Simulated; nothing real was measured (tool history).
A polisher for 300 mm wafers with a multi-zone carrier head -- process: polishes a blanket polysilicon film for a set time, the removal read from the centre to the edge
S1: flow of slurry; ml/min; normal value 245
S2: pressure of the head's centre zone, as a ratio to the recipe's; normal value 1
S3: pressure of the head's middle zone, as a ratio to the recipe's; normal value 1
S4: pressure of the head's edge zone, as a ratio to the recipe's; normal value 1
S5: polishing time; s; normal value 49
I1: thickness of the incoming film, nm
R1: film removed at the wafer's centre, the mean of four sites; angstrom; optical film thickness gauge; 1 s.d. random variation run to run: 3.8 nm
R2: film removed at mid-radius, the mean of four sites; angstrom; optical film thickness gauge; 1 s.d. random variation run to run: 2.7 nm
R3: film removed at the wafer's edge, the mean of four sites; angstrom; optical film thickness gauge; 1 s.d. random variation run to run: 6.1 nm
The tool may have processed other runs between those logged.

run     day   S1    S2    S3  S4  S5      I1    R1    R2    R3
  1       0  245  1.08  1.03   1  49  1090.9  4936  4477  4540
      2.138  -- worn pad replaced by a new one
       7.35  -- edge zone pressure recalibrated
  2   7.825  245  1.08  1.03   1  49  1104.2  4596  4188  4288
  3  10.358  245  1.08  1.03   1  49  1101.9  4379  3982  4110
     11.846  -- slurry nozzle cleaned
  4  12.775  245     1     1   1  49  1097.2  4621  4420  4620
     12.954  -- centre zone pressure recalibrated
     15.371  -- worn pad replaced by a new one
  5  15.475  245     1     1   1  49  1115.8  4507  4456  4492
  6  17.033  290     1     1   1  49  1083.4  4635  4488  4657
  7  19.146  320  1.04     1   1  49  1086.4  4859  4509  4805
  8  20.212  195  0.94  0.88   1  49  1095.5  3985  3853  4461
  9  22.821  245     1     1   1  49  1104.4  4410  4276  4455
 10  24.867  245     1   1.1   1  36    1085  3120  3245  3130
     26.562  -- slurry nozzle cleaned
 11  27.008  245     1     1   1  49  1088.2  4540  4429  4566
 12  29.212  245     1  0.91   1  36  1083.3  3322  3057  3398
     30.496  -- worn pad replaced by a new one
     31.146  -- edge zone pressure recalibrated
 13  31.225  245     1     1   1  49    1111  4549  4414  4560
 14  33.562  195  1.07     1   1  37  1112.3  3498  3168  3337

Estimate the outcome of run 15 from the log above:
     34.346  -- carrier head's membrane replaced by a new one
 15  35.829  245   1   1   1  49  1101.8   ?   ?   ?

{"run 15": {"R1": 4430, "R2": 4318, "R3": 4404}}
Take away the tool's hidden state, keep the run-to-run variation as it was, and the same run would have given R1 4565 angstrom, R2 4435 angstrom, R3 4493 angstrom.

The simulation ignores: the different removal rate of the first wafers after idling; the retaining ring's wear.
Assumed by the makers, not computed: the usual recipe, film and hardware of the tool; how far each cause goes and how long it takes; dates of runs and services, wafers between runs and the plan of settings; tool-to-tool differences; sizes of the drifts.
